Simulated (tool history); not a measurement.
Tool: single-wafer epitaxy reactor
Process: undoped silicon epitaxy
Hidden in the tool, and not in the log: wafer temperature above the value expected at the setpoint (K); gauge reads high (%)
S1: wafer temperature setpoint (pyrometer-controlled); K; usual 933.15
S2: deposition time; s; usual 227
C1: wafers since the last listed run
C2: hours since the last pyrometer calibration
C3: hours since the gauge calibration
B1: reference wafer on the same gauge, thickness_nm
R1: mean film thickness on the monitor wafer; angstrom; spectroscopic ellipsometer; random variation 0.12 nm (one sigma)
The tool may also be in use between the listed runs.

run 1 day=0.000 | S1=933.15 S2=227 | C1=0 C2=1188.4 C3=514.9 | B1=47.467 | R1=424.84
run 2 day=0.625 | S1=933.15 S2=227 | C1=76 C2=1203.4 C3=529.9 | B1=47.398 | R1=423.27
run 3 day=1.800 | S1=933.15 S2=227 | C1=144 C2=1231.6 C3=558.1 | B1=47.464 | R1=423.67
run 4 day=2.825 | S1=933.15 S2=227 | C1=125 C2=1256.2 C3=582.7 | B1=47.350 | R1=424.48
run 5 day=3.433 | S1=933.15 S2=227 | C1=74 C2=1270.8 C3=597.3 | B1=47.376 | R1=422.35
run 6 day=4.046 | S1=933.15 S2=227 | C1=75 C2=1285.5 C3=612.0 | B1=47.325 | R1=424.84
run 7 day=7.804 | S1=933.15 S2=227 | C1=461 C2=1375.7 C3=702.2 | B1=47.333 | R1=422.25
run 8 day=9.046 | S1=933.15 S2=227 | C1=152 C2=1405.5 C3=732.0 | B1=47.250 | R1=422.23
run 9 day=9.783 | S1=933.15 S2=227 | C1=90 C2=1423.2 C3=749.7 | B1=47.282 | R1=423.71
run 10 day=10.692 | S1=938.15 S2=194 | C1=111 C2=1445.0 C3=771.5 | B1=47.269 | R1=394.94
run 11 day=11.592 | S1=938.15 S2=194 | C1=110 C2=1466.6 C3=793.1 | B1=47.254 | R1=395.23
run 12 day=12.638 | S1=943.15 S2=227 | C1=128 C2=1491.7 C3=818.2 | B1=47.193 | R1=508.15
run 13 day=13.792 | S1=933.15 S2=227 | C1=141 C2=1519.4 C3=845.9 | B1=47.239 | R1=422.66
run 14 day=14.971 | S1=933.15 S2=201 | C1=144 C2=1547.7 C3=874.2 | B1=47.202 | R1=374.71
-- day=15.625 pyrometer calibrated
run 15 day=15.871 | S1=933.15 S2=201 | C1=69 C2=5.9 C3=895.8 | B1=47.256 | R1=373.45
run 16 day=19.358 | S1=933.15 S2=192 | C1=427 C2=89.6 C3=979.5 | B1=47.124 | R1=356.27
run 17 day=20.704 | S1=933.15 S2=192 | C1=165 C2=121.9 C3=1011.8 | B1=47.162 | R1=355.87
run 18 day=21.704 | S1=933.15 S2=192 | C1=122 C2=145.9 C3=1035.8 | B1=47.139 | R1=357.03
run 19 day=23.100 | S1=933.15 S2=263 | C1=171 C2=179.4 C3=1069.3 | B1=47.158 | R1=489.47
run 20 day=23.846 | S1=933.15 S2=263 | C1=91 C2=197.3 C3=1087.2 | B1=47.157 | R1=489.23
run 21 day=25.254 | S1=941.15 S2=255 | C1=172 C2=231.1 C3=1121.0 | B1=47.130 | R1=546.95

The next listed run, before its measurement:
run 22 day=25.883 | S1=927.15 S2=259 | C1=77 C2=246.2 C3=1136.1 | B1=? | R1=?

Run 22 gave B1 47.154, R1 428.74 angstrom.
Without the tool's hidden state the same run would have given R1 439.22 angstrom.
